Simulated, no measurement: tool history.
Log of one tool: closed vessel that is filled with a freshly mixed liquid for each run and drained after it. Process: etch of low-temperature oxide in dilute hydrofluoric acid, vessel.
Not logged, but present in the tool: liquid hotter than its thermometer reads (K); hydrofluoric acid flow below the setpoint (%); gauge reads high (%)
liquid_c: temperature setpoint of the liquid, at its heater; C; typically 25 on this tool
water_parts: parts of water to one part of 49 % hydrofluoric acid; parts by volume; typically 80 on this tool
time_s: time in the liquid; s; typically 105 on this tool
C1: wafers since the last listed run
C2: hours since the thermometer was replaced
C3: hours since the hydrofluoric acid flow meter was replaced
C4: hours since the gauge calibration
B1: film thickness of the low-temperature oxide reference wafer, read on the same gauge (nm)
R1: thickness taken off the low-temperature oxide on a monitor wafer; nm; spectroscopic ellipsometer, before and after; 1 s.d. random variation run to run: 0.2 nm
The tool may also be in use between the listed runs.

run 1 day=0 | liquid_c=25 water_parts=80 time_s=105 | C1=0 C2=128.2 C3=21.4 C4=483.1 | B1=90 | R1=21.9
run 2 day=1.004 | liquid_c=25 water_parts=80 time_s=105 | C1=3299 C2=152.3 C3=45.5 C4=507.2 | B1=89.99 | R1=21.91
run 3 day=1.717 | liquid_c=27 water_parts=80 time_s=105 | C1=2341 C2=169.4 C3=62.6 C4=524.3 | B1=90 | R1=23.6
run 4 day=3.088 | liquid_c=27 water_parts=80 time_s=105 | C1=4504 C2=202.3 C3=95.5 C4=557.2 | B1=89.99 | R1=23.9
run 5 day=3.925 | liquid_c=27 water_parts=80 time_s=105 | C1=2751 C2=222.4 C3=115.6 C4=577.3 | B1=89.96 | R1=23.58
run 6 day=7.138 | liquid_c=25 water_parts=90 time_s=105 | C1=10555 C2=299.5 C3=192.7 C4=654.4 | B1=90 | R1=18.84
run 7 day=8.392 | liquid_c=25 water_parts=90 time_s=105 | C1=4120 C2=329.6 C3=222.8 C4=684.5 | B1=89.96 | R1=19.12
run 8 day=9.429 | liquid_c=25 water_parts=80 time_s=105 | C1=3408 C2=354.5 C3=247.7 C4=709.4 | B1=90 | R1=21.87
run 9 day=12.242 | liquid_c=25 water_parts=80 time_s=105 | C1=9241 C2=422 C3=315.2 C4=776.9 | B1=89.98 | R1=21.8
run 10 day=13.162 | liquid_c=25 water_parts=80 time_s=105 | C1=3025 C2=444.1 C3=337.3 C4=799 | B1=90 | R1=21.67
run 11 day=13.954 | liquid_c=25 water_parts=100 time_s=105 | C1=2601 C2=463.1 C3=356.3 C4=818 | B1=90 | R1=16.66
-- day=14.65 gauge calibrated
run 12 day=15.175 | liquid_c=25 water_parts=100 time_s=105 | C1=4011 C2=492.4 C3=385.6 C4=12.6 | B1=89.95 | R1=16.81
-- day=16.242 thermometer replaced
run 13 day=16.483 | liquid_c=25 water_parts=80 time_s=105 | C1=4161 C2=5.8 C3=417 C4=44 | B1=89.96 | R1=21.51
run 14 day=17.217 | liquid_c=27.5 water_parts=70 time_s=105 | C1=2409 C2=23.4 C3=434.6 C4=61.6 | B1=89.98 | R1=27.32
run 15 day=18.033 | liquid_c=25 water_parts=80 time_s=105 | C1=2683 C2=43 C3=454.2 C4=81.2 | B1=89.97 | R1=21.1
run 16 day=19.2 | liquid_c=22.5 water_parts=105 time_s=155 | C1=3833 C2=71 C3=482.2 C4=109.2 | B1=89.96 | R1=21.48
run 17 day=20.229 | liquid_c=25 water_parts=110 time_s=105 | C1=3381 C2=95.7 C3=506.9 C4=133.9 | B1=90.05 | R1=14.78
run 18 day=21.708 | liquid_c=25 water_parts=80 time_s=105 | C1=4860 C2=131.2 C3=542.4 C4=169.4 | B1=90.04 | R1=21.33
-- day=21.754 hydrofluoric acid flow meter replaced
run 19 day=23 | liquid_c=21 water_parts=55 time_s=50 | C1=4107 C2=162.2 C3=29.9 C4=200.4 | B1=90.02 | R1=13.33
run 20 day=23.85 | liquid_c=21 water_parts=90 time_s=65 | C1=2792 C2=182.6 C3=50.3 C4=220.8 | B1=90 | R1=10.23
run 21 day=24.442 | liquid_c=25 water_parts=80 time_s=105 | C1=1944 C2=196.8 C3=64.5 C4=235 | B1=90.02 | R1=21.51
run 22 day=25.204 | liquid_c=25 water_parts=80 time_s=45 | C1=2505 C2=215.1 C3=82.8 C4=253.3 | B1=89.95 | R1=9.47
run 23 day=25.733 | liquid_c=25 water_parts=120 time_s=130 | C1=1738 C2=227.8 C3=95.5 C4=266 | B1=89.96 | R1=17.28
run 24 day=27.133 | liquid_c=28 water_parts=55 time_s=160 | C1=4599 C2=261.4 C3=129.1 C4=299.6 | B1=89.98 | R1=56.23
run 25 day=27.746 | liquid_c=25 water_parts=80 time_s=105 | C1=2012 C2=276.1 C3=143.8 C4=314.3 | B1=90 | R1=21.62
run 26 day=28.754 | liquid_c=25 water_parts=80 time_s=105 | C1=3313 C2=300.3 C3=168 C4=338.5 | B1=89.99 | R1=21.67
run 27 day=29.862 | liquid_c=25 water_parts=80 time_s=80 | C1=3641 C2=326.9 C3=194.6 C4=365.1 | B1=90.05 | R1=16.82
run 28 day=30.654 | liquid_c=29 water_parts=65 time_s=130 | C1=2601 C2=345.9 C3=213.6 C4=384.1 | B1=89.99 | R1=39.37
run 29 day=31.696 | liquid_c=29.5 water_parts=95 time_s=65 | C1=3422 C2=370.9 C3=238.6 C4=409.1 | B1=89.96 | R1=13.12
run 30 day=33.188 | liquid_c=22 water_parts=105 time_s=75 | C1=4901 C2=406.7 C3=274.4 C4=444.9 | B1=90.04 | R1=10.12
run 31 day=33.7 | liquid_c=25 water_parts=120 time_s=105 | C1=1683 C2=419 C3=286.7 C4=457.2 | B1=90.04 | R1=13.66

How the hidden state differs across the entries between the runs, from the last listed run before each to the first after it:
In the gap between runs 11 and 12: gauge calibrated (day 14.65)
  hydrofluoric acid flow below the setpoint (%): 2.5 -> 2.69
  difference, measured minus the result without the unlogged condition, R1: -0.48 -> -0.52 nm
In the gap between runs 12 and 13: thermometer replaced (day 16.242)
  hydrofluoric acid flow below the setpoint (%): 2.69 -> 2.89
  difference, measured minus the result without the unlogged condition, R1: -0.52 -> -0.7 nm
In the gap between runs 18 and 19: hydrofluoric acid flow meter replaced (day 21.754)
  hydrofluoric acid flow below the setpoint (%): 3.7 -> 0.662
  difference, measured minus the result without the unlogged condition, R1: -0.9 -> -0.1 nm
